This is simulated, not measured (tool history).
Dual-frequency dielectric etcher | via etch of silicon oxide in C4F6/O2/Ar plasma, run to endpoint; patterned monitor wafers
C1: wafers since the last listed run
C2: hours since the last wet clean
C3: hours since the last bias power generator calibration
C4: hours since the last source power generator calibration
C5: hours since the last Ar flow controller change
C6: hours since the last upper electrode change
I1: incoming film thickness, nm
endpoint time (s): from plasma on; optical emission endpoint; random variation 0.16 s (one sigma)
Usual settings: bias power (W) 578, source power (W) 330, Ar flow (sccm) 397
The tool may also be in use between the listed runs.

{"run": 1, "hour": 0.0, "bias power (W)": 578, "source power (W)": 330, "Ar flow (sccm)": 397, "C1": 0, "C2": 68.4, "C3": 2955.9, "C4": 1293.7, "C5": 3177.2, "C6": 4227.5, "I1": 146.9, "endpoint time (s)": 33}
{"run": 2, "hour": 39.5, "bias power (W)": 578, "source power (W)": 330, "Ar flow (sccm)": 397, "C1": 391, "C2": 107.9, "C3": 2995.4, "C4": 1333.2, "C5": 3216.7, "C6": 4267, "I1": 146.9, "endpoint time (s)": 33}
{"run": 3, "hour": 84.6, "bias power (W)": 578, "source power (W)": 330, "Ar flow (sccm)": 397, "C1": 447, "C2": 153, "C3": 3040.5, "C4": 1378.3, "C5": 3261.8, "C6": 4312.1, "I1": 146.7, "endpoint time (s)": 33.3}
{"run": 4, "hour": 134.3, "bias power (W)": 578, "source power (W)": 280, "Ar flow (sccm)": 397, "C1": 492, "C2": 202.7, "C3": 3090.2, "C4": 1428, "C5": 3311.5, "C6": 4361.8, "I1": 146.8, "endpoint time (s)": 35.3}
{"run": 5, "hour": 176.8, "bias power (W)": 578, "source power (W)": 280, "Ar flow (sccm)": 397, "C1": 421, "C2": 245.2, "C3": 3132.7, "C4": 1470.5, "C5": 3354, "C6": 4404.3, "I1": 147.5, "endpoint time (s)": 35.4}
{"run": 6, "hour": 238.7, "bias power (W)": 578, "source power (W)": 330, "Ar flow (sccm)": 464, "C1": 613, "C2": 307.1, "C3": 3194.6, "C4": 1532.4, "C5": 3415.9, "C6": 4466.2, "I1": 146.5, "endpoint time (s)": 33.7}
{"run": 7, "hour": 308.0, "bias power (W)": 578, "source power (W)": 330, "Ar flow (sccm)": 464, "C1": 687, "C2": 376.4, "C3": 3263.9, "C4": 1601.7, "C5": 3485.2, "C6": 4535.5, "I1": 147.1, "endpoint time (s)": 34.4}
{"run": 8, "hour": 338.5, "bias power (W)": 578, "source power (W)": 330, "Ar flow (sccm)": 330, "C1": 302, "C2": 406.9, "C3": 3294.4, "C4": 1632.2, "C5": 3515.7, "C6": 4566, "I1": 146, "endpoint time (s)": 32.9}
{"hour": 408.8, "done": "wet clean of the chamber"}
{"run": 9, "hour": 409.3, "bias power (W)": 578, "source power (W)": 330, "Ar flow (sccm)": 330, "C1": 463, "C2": 0.5, "C3": 3365.2, "C4": 1703, "C5": 3586.5, "C6": 4636.8, "I1": 146.6, "endpoint time (s)": 34.2}
{"run": 10, "hour": 429.9, "bias power (W)": 578, "source power (W)": 300, "Ar flow (sccm)": 457, "C1": 204, "C2": 21.1, "C3": 3385.8, "C4": 1723.6, "C5": 3607.1, "C6": 4657.4, "I1": 146.5, "endpoint time (s)": 36.5}
{"run": 11, "hour": 458.1, "bias power (W)": 578, "source power (W)": 300, "Ar flow (sccm)": 457, "C1": 279, "C2": 49.3, "C3": 3414, "C4": 1751.8, "C5": 3635.3, "C6": 4685.6, "I1": 147.3, "endpoint time (s)": 36.6}
{"hour": 498.9, "done": "source power generator calibrated"}
{"run": 12, "hour": 514.3, "bias power (W)": 578, "source power (W)": 330, "Ar flow (sccm)": 397, "C1": 517, "C2": 105.5, "C3": 3470.2, "C4": 15.4, "C5": 3691.5, "C6": 4741.8, "I1": 145.9, "endpoint time (s)": 34.7}
{"run": 13, "hour": 538.6, "bias power (W)": 578, "source power (W)": 330, "Ar flow (sccm)": 397, "C1": 240, "C2": 129.8, "C3": 3494.5, "C4": 39.7, "C5": 3715.8, "C6": 4766.1, "I1": 147.1, "endpoint time (s)": 35.1}
{"run": 14, "hour": 571.7, "bias power (W)": 578, "source power (W)": 330, "Ar flow (sccm)": 397, "C1": 328, "C2": 162.9, "C3": 3527.6, "C4": 72.8, "C5": 3748.9, "C6": 4799.2, "I1": 147.6, "endpoint time (s)": 35.2}
{"hour": 596.6, "done": "wet clean of the chamber, repeated, since the last time left the tool worse"}
{"run": 15, "hour": 609.1, "bias power (W)": 578, "source power (W)": 390, "Ar flow (sccm)": 397, "C1": 132, "C2": 12.5, "C3": 3565, "C4": 110.2, "C5": 3786.3, "C6": 4836.6, "I1": 146.1, "endpoint time (s)": 30.7}
{"run": 16, "hour": 662.3, "bias power (W)": 541, "source power (W)": 370, "Ar flow (sccm)": 430, "C1": 527, "C2": 65.7, "C3": 3618.2, "C4": 163.4, "C5": 3839.5, "C6": 4889.8, "I1": 146.2, "endpoint time (s)": 32.6}
{"hour": 703.2, "done": "upper electrode replaced"}
{"run": 17, "hour": 722.1, "bias power (W)": 531, "source power (W)": 380, "Ar flow (sccm)": 334, "C1": 354, "C2": 125.5, "C3": 3678, "C4": 223.2, "C5": 3899.3, "C6": 18.9, "I1": 146.8, "endpoint time (s)": 31.9}
{"hour": 749.3, "done": "Ar flow controller replaced"}
{"run": 18, "hour": 752.9, "bias power (W)": 578, "source power (W)": 330, "Ar flow (sccm)": 429, "C1": 245, "C2": 156.3, "C3": 3708.8, "C4": 254, "C5": 3.6, "C6": 49.7, "I1": 147.1, "endpoint time (s)": 33}
{"run": 19, "hour": 781.2, "bias power (W)": 707, "source power (W)": 400, "Ar flow (sccm)": 360, "C1": 280, "C2": 184.6, "C3": 3737.1, "C4": 282.3, "C5": 31.9, "C6": 78, "I1": 147.1, "endpoint time (s)": 27.2}
{"run": 20, "hour": 837.1, "bias power (W)": 578, "source power (W)": 330, "Ar flow (sccm)": 397, "C1": 554, "C2": 240.5, "C3": 3793, "C4": 338.2, "C5": 87.8, "C6": 133.9, "I1": 146.4, "endpoint time (s)": 33}
{"run": 21, "hour": 880.7, "bias power (W)": 458, "source power (W)": 300, "Ar flow (sccm)": 307, "C1": 432, "C2": 284.1, "C3": 3836.6, "C4": 381.8, "C5": 131.4, "C6": 177.5, "I1": 147.9, "endpoint time (s)": 38.9}
{"run": 22, "hour": 950.5, "bias power (W)": 531, "source power (W)": 380, "Ar flow (sccm)": 334, "C1": 692, "C2": 353.9, "C3": 3906.4, "C4": 451.6, "C5": 201.2, "C6": 247.3, "I1": 148.2, "endpoint time (s)": 32.5}
{"hour": 972.0, "done": "bias power generator calibrated"}
{"run": 23, "hour": 980.3, "bias power (W)": 578, "source power (W)": 330, "Ar flow (sccm)": 397, "C1": 255, "C2": 383.7, "C3": 8.3, "C4": 481.4, "C5": 231, "C6": 277.1, "I1": 147.4, "endpoint time (s)": 33.4}
{"run": 24, "hour": 1026.0, "bias power (W)": 578, "source power (W)": 330, "Ar flow (sccm)": 397, "C1": 453, "C2": 429.4, "C3": 54, "C4": 527.1, "C5": 276.7, "C6": 322.8, "I1": 146, "endpoint time (s)": 33.2}
{"hour": 1104.3, "done": "wet clean of the chamber"}
{"run": 25, "hour": 1104.8, "bias power (W)": 578, "source power (W)": 400, "Ar flow (sccm)": 397, "C1": 543, "C2": 0.5, "C3": 132.8, "C4": 605.9, "C5": 355.5, "C6": 401.6, "I1": 147.3, "endpoint time (s)": 30.4}
{"run": 26, "hour": 1161.2, "bias power (W)": 665, "source power (W)": 290, "Ar flow (sccm)": 397, "C1": 559, "C2": 56.9, "C3": 189.2, "C4": 662.3, "C5": 411.9, "C6": 458, "I1": 146.8, "endpoint time (s)": 32.1}
{"run": 27, "hour": 1230.2, "bias power (W)": 578, "source power (W)": 330, "Ar flow (sccm)": 397, "C1": 684, "C2": 125.9, "C3": 258.2, "C4": 731.3, "C5": 480.9, "C6": 527, "I1": 148.6, "endpoint time (s)": 33.5}
{"run": 28, "hour": 1286.5, "bias power (W)": 578, "source power (W)": 370, "Ar flow (sccm)": 466, "C1": 558, "C2": 182.2, "C3": 314.5, "C4": 787.6, "C5": 537.2, "C6": 583.3, "I1": 147.4, "endpoint time (s)": 32.4}
{"run": 29, "hour": 1346.4, "bias power (W)": 578, "source power (W)": 300, "Ar flow (sccm)": 397, "C1": 593, "C2": 242.1, "C3": 374.4, "C4": 847.5, "C5": 597.1, "C6": 643.2, "I1": 147.4, "endpoint time (s)": 34.7}

4 ways to go on from here, each from the tool as it stands after run 29. What would each give?
{"run": "A", "hour": 1346.8, "bias power (W)": 578, "source power (W)": 330, "Ar flow (sccm)": 428, "C1": 3, "C2": 242.5, "C3": 374.8, "C4": 847.9, "C5": 597.5, "C6": 643.6, "I1": 147.4, "endpoint time (s)": "?"}
{"run": "B", "hour": 1346.8, "bias power (W)": 684, "source power (W)": 330, "Ar flow (sccm)": 397, "C1": 3, "C2": 242.5, "C3": 374.8, "C4": 847.9, "C5": 597.5, "C6": 643.6, "I1": 147.4, "endpoint time (s)": "?"}
{"run": "C", "hour": 1346.8, "bias power (W)": 686, "source power (W)": 330, "Ar flow (sccm)": 322, "C1": 3, "C2": 242.5, "C3": 374.8, "C4": 847.9, "C5": 597.5, "C6": 643.6, "I1": 147.4, "endpoint time (s)": "?"}
{"run": "D", "hour": 1346.8, "bias power (W)": 536, "source power (W)": 400, "Ar flow (sccm)": 489, "C1": 3, "C2": 242.5, "C3": 374.8, "C4": 847.9, "C5": 597.5, "C6": 643.6, "I1": 147.4, "endpoint time (s)": "?"}

run=A endpoint_time_(s)=33.7
run=B endpoint_time_(s)=30.6
run=C endpoint_time_(s)=29.9
run=D endpoint_time_(s)=33
Without the tool's hidden state the same runs would have given:
run=A endpoint_time_(s)=33.3
run=B endpoint_time_(s)=30.2
run=C endpoint_time_(s)=29.5
run=D endpoint_time_(s)=32.6

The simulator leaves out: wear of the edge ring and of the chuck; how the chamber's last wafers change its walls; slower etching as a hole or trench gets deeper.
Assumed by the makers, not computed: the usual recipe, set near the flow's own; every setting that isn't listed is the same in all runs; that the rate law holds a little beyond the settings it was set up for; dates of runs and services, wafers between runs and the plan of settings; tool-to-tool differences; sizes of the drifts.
